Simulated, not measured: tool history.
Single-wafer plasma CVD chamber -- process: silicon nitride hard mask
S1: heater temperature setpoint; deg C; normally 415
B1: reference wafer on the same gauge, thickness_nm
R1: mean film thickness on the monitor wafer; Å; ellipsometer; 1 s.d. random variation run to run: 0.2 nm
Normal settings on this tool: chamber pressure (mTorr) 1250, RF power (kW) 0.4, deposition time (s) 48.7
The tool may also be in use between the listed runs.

run 1 hour=0 | S1=415 chamber_pressure_(mTorr)=1250 RF_power_(kW)=0.4 deposition_time_(s)=48.7 | B1=63.419 | R1=591.95
run 2 hour=13.1 | S1=415 chamber_pressure_(mTorr)=1250 RF_power_(kW)=0.4 deposition_time_(s)=48.7 | B1=63.355 | R1=587.33
run 3 hour=35.9 | S1=415 chamber_pressure_(mTorr)=1250 RF_power_(kW)=0.4 deposition_time_(s)=48.7 | B1=63.43 | R1=586.38
-- hour=39.6 gauge calibrated
run 4 hour=52.7 | S1=415 chamber_pressure_(mTorr)=1250 RF_power_(kW)=0.4 deposition_time_(s)=52.9 | B1=63.317 | R1=635.67
run 5 hour=72.9 | S1=415 chamber_pressure_(mTorr)=1250 RF_power_(kW)=0.4 deposition_time_(s)=52.9 | B1=63.432 | R1=637.22
run 6 hour=108.9 | S1=415 chamber_pressure_(mTorr)=1250 RF_power_(kW)=0.4 deposition_time_(s)=46.6 | B1=63.372 | R1=561
-- hour=117.4 thermocouple changed; heater temperature recalibrated
-- hour=143.4 RF generator calibrated
run 7 hour=143.9 | S1=415 chamber_pressure_(mTorr)=1250 RF_power_(kW)=0.4 deposition_time_(s)=46.6 | B1=63.306 | R1=590.41
run 8 hour=155.3 | S1=415 chamber_pressure_(mTorr)=1250 RF_power_(kW)=0.4 deposition_time_(s)=46.6 | B1=63.325 | R1=591.56
run 9 hour=178.1 | S1=415 chamber_pressure_(mTorr)=1250 RF_power_(kW)=0.4 deposition_time_(s)=48.7 | B1=63.351 | R1=620.7
-- hour=188.7 capacitance manometer re-zeroed and calibrated
run 10 hour=198.2 | S1=422 chamber_pressure_(mTorr)=1250 RF_power_(kW)=0.4 deposition_time_(s)=48.7 | B1=63.423 | R1=612.55
-- hour=219.8 showerhead replaced
run 11 hour=225.2 | S1=428 chamber_pressure_(mTorr)=1250 RF_power_(kW)=0.465 deposition_time_(s)=48.7 | B1=63.498 | R1=669.77
run 12 hour=249.4 | S1=420 chamber_pressure_(mTorr)=1390 RF_power_(kW)=0.335 deposition_time_(s)=57.8 | B1=63.427 | R1=667.76
-- hour=275.5 gauge calibrated
run 13 hour=279.3 | S1=415 chamber_pressure_(mTorr)=1440 RF_power_(kW)=0.4 deposition_time_(s)=48.7 | B1=63.472 | R1=650.55
run 14 hour=312.9 | S1=410 chamber_pressure_(mTorr)=980 RF_power_(kW)=0.36 deposition_time_(s)=51.7 | B1=63.376 | R1=520.75
run 15 hour=330 | S1=420 chamber_pressure_(mTorr)=1250 RF_power_(kW)=0.475 deposition_time_(s)=48.7 | B1=63.428 | R1=676.69
run 16 hour=354.4 | S1=415 chamber_pressure_(mTorr)=1250 RF_power_(kW)=0.435 deposition_time_(s)=44.6 | B1=63.376 | R1=588.86

Alternative continuations, all from the tool just after run 16; predict every row:
run A hour=354.8 | S1=415 chamber_pressure_(mTorr)=1250 RF_power_(kW)=0.4 deposition_time_(s)=48.7 | B1=? | R1=?
run B hour=354.8 | S1=415 chamber_pressure_(mTorr)=1250 RF_power_(kW)=0.4 deposition_time_(s)=51.2 | B1=? | R1=?
run C hour=354.8 | S1=415 chamber_pressure_(mTorr)=1330 RF_power_(kW)=0.4 deposition_time_(s)=48.7 | B1=? | R1=?
run D hour=354.8 | S1=415 chamber_pressure_(mTorr)=1250 RF_power_(kW)=0.4 deposition_time_(s)=40.7 | B1=? | R1=?

run=A B1=63.389 R1=606.48
run=B B1=63.389 R1=637.55
run=C B1=63.389 R1=624.28
run=D B1=63.389 R1=507.03
Had the tool no hidden state, the same runs would have come out as:
run=A R1=622.81
run=B R1=654.72
run=C R1=641.09
run=D R1=520.69
